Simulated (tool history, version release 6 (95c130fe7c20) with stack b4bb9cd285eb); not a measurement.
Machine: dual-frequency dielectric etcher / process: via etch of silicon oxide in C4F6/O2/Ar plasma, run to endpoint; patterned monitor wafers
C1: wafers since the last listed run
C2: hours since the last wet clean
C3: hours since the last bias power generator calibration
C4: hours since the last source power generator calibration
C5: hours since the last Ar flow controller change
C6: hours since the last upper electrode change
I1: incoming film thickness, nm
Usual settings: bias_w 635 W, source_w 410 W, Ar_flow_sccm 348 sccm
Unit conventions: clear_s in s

Run 1, hour 0.0: usual settings but bias_w 712 W, Ar_flow_sccm 279 sccm; C1 0; C2 621.0; C3 2610.2; C4 1582.1; C5 1073.7; C6 40.5; I1 111.6. Result: clear_s 19.4 s.
At hour 70.5: wet clean of the chamber.
Run 2, hour 71.0: usual settings but bias_w 712 W, Ar_flow_sccm 279 sccm; C1 435; C2 0.5; C3 2681.2; C4 1653.1; C5 1144.7; C6 111.5; I1 110.0. Result: clear_s 20.4 s.
At hour 109.4: bias power generator calibrated.
Run 3, hour 136.2: usual settings; C1 566; C2 65.7; C3 26.8; C4 1718.3; C5 1209.9; C6 176.7; I1 111.8. Result: clear_s 21.6 s.
Run 4, hour 233.7: usual settings; C1 903; C2 163.2; C3 124.3; C4 1815.8; C5 1307.4; C6 274.2; I1 110.2. Result: clear_s 21.2 s.
Run 5, hour 306.8: usual settings; C1 677; C2 236.3; C3 197.4; C4 1888.9; C5 1380.5; C6 347.3; I1 110.7. Result: clear_s 21.3 s.
Run 6, hour 367.0: usual settings but bias_w 672 W, source_w 430 W; C1 557; C2 296.5; C3 257.6; C4 1949.1; C5 1440.7; C6 407.5; I1 110.4. Result: clear_s 20.4 s.
Run 7, hour 424.2: usual settings but bias_w 697 W, source_w 380 W, Ar_flow_sccm 419 sccm; C1 529; C2 353.7; C3 314.8; C4 2006.3; C5 1497.9; C6 464.7; I1 110.8. Result: clear_s 21.3 s.
Run 8, hour 494.1: usual settings; C1 647; C2 423.6; C3 384.7; C4 2076.2; C5 1567.8; C6 534.6; I1 109.9. Result: clear_s 20.8 s.
Run 9, hour 546.4: usual settings; C1 484; C2 475.9; C3 437.0; C4 2128.5; C5 1620.1; C6 586.9; I1 110.2. Result: clear_s 20.9 s.
Run 10, hour 641.4: usual settings; C1 879; C2 570.9; C3 532.0; C4 2223.5; C5 1715.1; C6 681.9; I1 110.5. Result: clear_s 20.8 s.
Run 11, hour 683.4: usual settings but source_w 510 W, Ar_flow_sccm 421 sccm; C1 389; C2 612.9; C3 574.0; C4 2265.5; C5 1757.1; C6 723.9; I1 110.8. Result: clear_s 19.5 s.
At hour 703.7: source power generator calibrated.
Run 12, hour 774.9: usual settings but bias_w 686 W, Ar_flow_sccm 370 sccm; C1 810; C2 704.4; C3 665.5; C4 71.2; C5 1848.6; C6 815.4; I1 111.1. Result: clear_s 20.3 s.
At hour 837.1: wet clean of the chamber.
Run 13, hour 837.6: usual settings but source_w 490 W; C1 358; C2 0.5; C3 728.2; C4 133.9; C5 1911.3; C6 878.1; I1 111.7. Result: clear_s 20.7 s.
Run 14, hour 901.2: usual settings but bias_w 511 W, Ar_flow_sccm 399 sccm; C1 589; C2 64.1; C3 791.8; C4 197.5; C5 1974.9; C6 941.7; I1 110.1. Result: clear_s 23.2 s.
Run 15, hour 950.9: usual settings; C1 460; C2 113.8; C3 841.5; C4 247.2; C5 2024.6; C6 991.4; I1 110.3. Result: clear_s 21.4 s.
At hour 991.5: Ar flow controller replaced.
Run 16, hour 998.3: usual settings but bias_w 758 W, source_w 330 W, Ar_flow_sccm 267 sccm; C1 383; C2 161.2; C3 888.9; C4 294.6; C5 6.8; C6 1038.8; I1 110.6. Result: clear_s 20.9 s.
Run 17, hour 1060.2: usual settings; C1 573; C2 223.1; C3 950.8; C4 356.5; C5 68.7; C6 1100.7; I1 110.0. Result: clear_s 21.1 s.
Run 18, hour 1120.4: usual settings but Ar_flow_sccm 296 sccm; C1 557; C2 283.3; C3 1011.0; C4 416.7; C5 128.9; C6 1160.9; I1 109.6. Result: clear_s 20.6 s.
Run 19, hour 1226.3: usual settings; C1 980; C2 389.2; C3 1116.9; C4 522.6; C5 234.8; C6 1266.8; I1 111.2. Result: clear_s 20.9 s.
Run 20, hour 1322.9: usual settings but bias_w 479 W; C1 894; C2 485.8; C3 1213.5; C4 619.2; C5 331.4; C6 1363.4; I1 111.2. Result: clear_s 22.6 s.
Run 21, hour 1363.0: usual settings but bias_w 507 W, source_w 490 W, Ar_flow_sccm 281 sccm; C1 371; C2 525.9; C3 1253.6; C4 659.3; C5 371.5; C6 1403.5; I1 109.9. Result: clear_s 20.5 s.
Run 22, hour 1441.3: usual settings but bias_w 494 W, source_w 350 W, Ar_flow_sccm 279 sccm; C1 725; C2 604.2; C3 1331.9; C4 737.6; C5 449.8; C6 1481.8; I1 110.5. Result: clear_s 22.7 s.
Run 23, hour 1513.3: usual settings but bias_w 518 W, source_w 340 W; C1 666; C2 676.2; C3 1403.9; C4 809.6; C5 521.8; C6 1553.8; I1 111.4. Result: clear_s 23.2 s.
Run 24, hour 1567.4: usual settings but bias_w 712 W, Ar_flow_sccm 279 sccm; C1 501; C2 730.3; C3 1458.0; C4 863.7; C5 575.9; C6 1607.9; I1 110.4. Result: clear_s 18.8 s.

The next listed run, before its measurement:
At hour 1608.9: wet clean of the chamber.
Run 25, hour 1662.3: usual settings; C1 656; C2 53.4; C3 1552.9; C4 958.6; C5 670.8; C6 1702.8; I1 110.9. Result: clear_s ?.

{"run 25": {"clear_s": 21.4}}
Take away the tool's hidden state, keep the run-to-run variation as it was, and the same run would have given clear_s 21.5 s.
